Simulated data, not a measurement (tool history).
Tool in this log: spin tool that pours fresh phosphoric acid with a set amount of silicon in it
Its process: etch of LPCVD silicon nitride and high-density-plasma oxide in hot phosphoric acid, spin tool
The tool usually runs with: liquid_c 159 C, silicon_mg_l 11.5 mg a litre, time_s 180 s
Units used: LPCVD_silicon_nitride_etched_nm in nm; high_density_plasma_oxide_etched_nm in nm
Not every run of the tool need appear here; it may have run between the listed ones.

run     day  liquid_c  silicon_mg_l  time_s  wafers since the last listed run  hours since the thermometer was replaced  hours since the dissolved silicon flow meter was replaced  hours since the heated supply line was repaired  hours since the gauge calibration  read-back film thickness of the LPCVD silicon nitride reference wafer, read on the same gauge (nm)  read-back film thickness of the high-density-plasma oxide reference wafer, read on the same gauge (nm)  LPCVD_silicon_nitride_etched_nm  high_density_plasma_oxide_etched_nm
  1       0       159             9     225                                 0                                     231.3                                                      132.9                                           2905.8                              323.4                                                                                              149.99                                                                                                 139.991                            18.64                                0.546
  2   0.808       159             9     225                               167                                     250.7                                                      152.3                                           2925.2                              342.8                                                                                              149.99                                                                                                 140.016                            18.82                                0.491
  3   1.979       159          11.5     260                               242                                     278.8                                                      180.4                                           2953.3                              370.9                                                                                              150.01                                                                                                 139.999                            21.61                                0.603
  4   3.371       159          11.5     260                               288                                     312.2                                                      213.8                                           2986.7                              404.3                                                                                                 150                                                                                                 139.997                            21.32                                0.539
  5   6.033       159          11.5     180                               552                                     376.1                                                      277.7                                           3050.6                              468.2                                                                                              150.01                                                                                                 139.975                            14.57                                 0.36
  6   7.012       159          11.5     180                               203                                     399.6                                                      301.2                                           3074.1                              491.7                                                                                                 150                                                                                                 140.003                            14.59                                0.395
  7   7.525       159          11.5     180                               106                                     411.9                                                      313.5                                           3086.4                                504                                                                                              150.04                                                                                                 140.003                            14.66                                 0.39
      7.796  -- gauge calibrated
  8   8.033       159          11.5     180                               105                                     424.1                                                      325.7                                           3098.6                                5.7                                                                                              150.03                                                                                                  140.01                            14.59                                 0.38
  9   9.346       159          11.5     180                               272                                     455.6                                                      357.2                                           3130.1                               37.2                                                                                                 150                                                                                                 140.003                            14.51                                0.378
 10  10.388       159          11.5     180                               216                                     480.6                                                      382.2                                           3155.1                               62.2                                                                                                 150                                                                                                 139.977                            14.35                                0.383
 11  11.421       159           4.5     105                               214                                     505.4                                                        407                                           3179.9                                 87                                                                                              149.98                                                                                                 140.029                             8.35                                0.244
 12  12.146     161.5          11.5     225                               150                                     522.8                                                      424.4                                           3197.3                              104.4                                                                                              149.99                                                                                                  140.02                            19.69                                0.596
     12.571  -- dissolved silicon flow meter replaced
 13   13.15       159          11.5     180                               199                                     546.9                                                       13.9                                           3221.4                              128.5                                                                                                 150                                                                                                 139.986                            14.12                                0.387
 14  13.929       159             4     135                               161                                     565.6                                                       32.6                                           3240.1                              147.2                                                                                              150.01                                                                                                 139.974                            10.61                                 0.33
     15.896  -- thermometer replaced
 15  16.562     160.5             3     125                               537                                        16                                                       95.8                                           3303.3                              210.4                                                                                              149.96                                                                                                 140.012                            10.99                                0.387
 16    17.9       159          11.5     145                               277                                      48.1                                                      127.9                                           3335.4                              242.5                                                                                                 150                                                                                                 139.984                            12.01                                0.336
     17.958  -- heated supply line repaired
 17  19.358     156.5            20     235                               293                                      83.1                                                      162.9                                             33.6                              277.5                                                                                                 150                                                                                                 139.968                            19.43                                0.451
 18  20.371       159          11.5     245                               210                                     107.4                                                      187.2                                             57.9                              301.8                                                                                              150.01                                                                                                 140.016                            22.08                                0.659
 19  21.112       159          11.5     180                               153                                     125.2                                                        205                                             75.7                              319.6                                                                                                 150                                                                                                 139.991                            16.23                                0.508
 20  21.738       162            18     115                               129                                     140.2                                                        220                                             90.7                              334.6                                                                                              149.97                                                                                                 139.999                            11.42                                0.325
 21  22.354       159          11.5      70                               127                                       155                                                      234.8                                            105.5                              349.4                                                                                              150.04                                                                                                 140.007                             6.28                                0.179
 22  23.588     160.5             8     105                               255                                     184.6                                                      264.4                                            135.1                                379                                                                                              150.02                                                                                                 140.021                             9.84                                0.345

Hidden state at the last listed run before each entry between runs and at the first one after, where it differs:
From run 7 to run 8: gauge calibrated (day 7.796)
  liquid colder than its thermometer reads (K): 0.978 -> 1.01; temperature lost on the way to the wafer (K): 3.42 -> 3.44
  measured value less the no-hidden-state value, LPCVD_silicon_nitride_etched_nm: -2.39 -> -2.42 nm; high_density_plasma_oxide_etched_nm: -0.152 -> -0.15 nm
From run 12 to run 13: dissolved silicon flow meter replaced (day 12.571)
  liquid colder than its thermometer reads (K): 1.24 -> 1.3; temperature lost on the way to the wafer (K): 3.54 -> 3.57
  measured value less the no-hidden-state value, LPCVD_silicon_nitride_etched_nm: -3.44 -> -2.72 nm; high_density_plasma_oxide_etched_nm: -0.255 -> -0.165 nm
From run 14 to run 15: thermometer replaced (day 15.896)
  liquid colder than its thermometer reads (K): 1.34 -> 0.122; temperature lost on the way to the wafer (K): 3.59 -> 3.66
  measured value less the no-hidden-state value, LPCVD_silicon_nitride_etched_nm: -2.08 -> -1.5 nm; high_density_plasma_oxide_etched_nm: -0.143 -> -0.126 nm
From run 16 to run 17: heated supply line repaired (day 17.958)
  liquid colder than its thermometer reads (K): 0.198 -> 0.281; temperature lost on the way to the wafer (K): 3.69 -> 0.996
  measured value less the no-hidden-state value, LPCVD_silicon_nitride_etched_nm: -1.7 -> -0.88 nm; high_density_plasma_oxide_etched_nm: -0.114 -> -0.046 nm
